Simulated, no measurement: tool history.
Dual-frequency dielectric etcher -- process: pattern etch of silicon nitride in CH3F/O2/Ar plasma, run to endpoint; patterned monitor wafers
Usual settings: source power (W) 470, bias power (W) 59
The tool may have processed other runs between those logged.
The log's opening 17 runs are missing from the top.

| run | hour | source power (W) | bias power (W) | incoming incoming film thickness, nm | endpoint time (s) |
|---|---|---|---|---|---|
| 18 | 490.7 | 570 | 67 | 21.68 | 27.9 |
|  | 504.6 | source power generator calibrated |
| 19 | 508.8 | 470 | 59 | 21.6 | 31.8 |
| 20 | 540.7 | 530 | 69 | 21.53 | 28.1 |
| 21 | 555.9 | 470 | 59 | 21.49 | 32 |
| 22 | 573.6 | 580 | 48 | 21.48 | 32.6 |
|  | 599 | upper electrode replaced |
|  | 599.8 | bias power generator calibrated |
| 23 | 600.3 | 560 | 70 | 21.48 | 27.3 |
| 24 | 625.7 | 540 | 69 | 21.35 | 28 |
| 25 | 637.9 | 530 | 48 | 21.64 | 34.4 |
| 26 | 652.5 | 470 | 59 | 21.45 | 32 |
| 27 | 667.2 | 470 | 59 | 21.43 | 32.2 |
| 28 | 685.9 | 470 | 68 | 21.41 | 30 |
| 29 | 698.3 | 470 | 59 | 21.39 | 32.2 |
|  | 744.5 | wet clean of the chamber |
| 30 | 745 | 390 | 71 | 21.44 | 30.8 |
| 31 | 760.8 | 580 | 52 | 21.61 | 30.8 |
| 32 | 779.8 | 520 | 46 | 21.36 | 34.2 |
| 33 | 805.5 | 470 | 59 | 21.42 | 31.6 |
| 34 | 835.9 | 470 | 49 | 21.31 | 34.4 |
| 35 | 867 | 430 | 74 | 21.45 | 29.2 |

Predict each of these 3 candidate next runs independently; none follows another, all start after run 35:
| A | 867.4 | 360 | 59 | 21.37 | ? |
| B | 867.4 | 360 | 53 | 21.37 | ? |
| C | 867.4 | 510 | 55 | 21.37 | ? |

| run | endpoint time (s) |
|---|---|
| A | 35.2 |
| B | 37.2 |
| C | 31.6 |
Had the tool no hidden state, the same runs would have come out as:
| run | endpoint time (s) |
|---|---|
| A | 34.8 |
| B | 36.8 |
| C | 31.3 |

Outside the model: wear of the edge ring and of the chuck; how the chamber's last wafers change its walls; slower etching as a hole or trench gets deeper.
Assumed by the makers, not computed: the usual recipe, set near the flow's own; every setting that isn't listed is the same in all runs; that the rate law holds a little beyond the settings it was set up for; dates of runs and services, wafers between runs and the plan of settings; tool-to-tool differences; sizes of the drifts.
